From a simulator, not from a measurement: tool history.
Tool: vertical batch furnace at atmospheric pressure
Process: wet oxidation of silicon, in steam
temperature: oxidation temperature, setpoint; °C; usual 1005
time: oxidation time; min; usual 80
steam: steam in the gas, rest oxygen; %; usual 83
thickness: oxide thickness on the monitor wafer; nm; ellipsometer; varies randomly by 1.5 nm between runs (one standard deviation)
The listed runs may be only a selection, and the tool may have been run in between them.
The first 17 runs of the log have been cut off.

run    hour  temperature   time  steam  wafers since the last listed run  hours since the last temperature calibration  hours since the steam generator was serviced  hours since the gauge calibration  read-back reference wafer on the same gauge, thickness  thickness
 18  1502.4         1005   67.5     83                               989                                         525.8                                        1917.5                                337                                                  512.91     473.22
 19    1571         1005     80     83                               743                                         594.4                                        1986.1                              405.6                                                  512.47     521.47
 20  1662.7          985     46     91                               993                                         686.1                                        2077.8                              497.3                                                  512.11     346.46
 21  1724.4          992   64.5     87                               668                                         747.8                                        2139.5                                559                                                  511.81     438.65
 22  1770.6         1005     80     83                               500                                           794                                        2185.7                              605.2                                                  511.37     521.26
 23  1814.1         1013    111     73                               471                                         837.5                                        2229.2                              648.7                                                  510.84     607.67
 24    1902          991  106.5     91                               952                                         925.4                                        2317.1                              736.6                                                  510.31     607.85
     1952.1  -- steam generator serviced
 25  1952.6          988     45     83                               288                                           976                                           0.5                              787.2                                                   510.7      326.1
 26  2126.3         1027     57     80                              1882                                        1149.7                                         174.2                              960.9                                                   509.9     462.38
 27    2222         1011   93.5     73                              1037                                        1245.4                                         269.9                             1056.6                                                   509.7     541.64
 28  2313.6         1005     80     83                               992                                          1337                                         361.5                             1148.2                                                  510.03     518.02
 29  2358.1         1005  102.5     83                               482                                        1381.5                                           406                             1192.7                                                  509.46     603.81
 30  2440.2         1018     80     83                               889                                        1463.6                                         488.1                             1274.8                                                  509.38     551.25
 31  2479.8         1005     80     83                               429                                        1503.2                                         527.7                             1314.4                                                  509.26     519.34
 32  2522.5         1013     50     88                               462                                        1545.9                                         570.4                             1357.1                                                  509.23     419.26
 33  2586.9         1005   69.5     83                               697                                        1610.3                                         634.8                             1421.5                                                  509.34     475.41
 34  2669.3         1005     80     83                               892                                        1692.7                                         717.2                             1503.9                                                  509.58      515.8
 35  2731.4         1024   68.5     91                               672                                        1754.8                                         779.3                               1566                                                  508.81     549.17

Alternative continuations, all from the tool just after run 35; predict every row:
  A  2736.8         1005    57     83                                58                                        1760.2                                         784.7                             1571.4                                                       ?          ?
  B  2736.8         1027  91.5     73                                58                                        1760.2                                         784.7                             1571.4                                                       ?          ?
  C  2736.8         1005  42.5     78                                58                                        1760.2                                         784.7                             1571.4                                                       ?          ?
  D  2736.8          991   100     77                                58                                        1760.2                                         784.7                             1571.4                                                       ?          ?
  E  2736.8         1019   114     87                                58                                        1760.2                                         784.7                             1571.4                                                       ?          ?

run  read-back reference wafer on the same gauge, thickness  thickness
  A                                                  509.13     419.89
  B                                                  509.13     576.74
  C                                                  509.13      335.7
  D                                                  509.13     523.98
  E                                                  509.13     698.14
With the hidden condition removed and each run's random variation left untouched, the same runs would have given:
run  thickness
  A     425.61
  B      584.6
  C     340.28
  D     531.13
  E     707.66
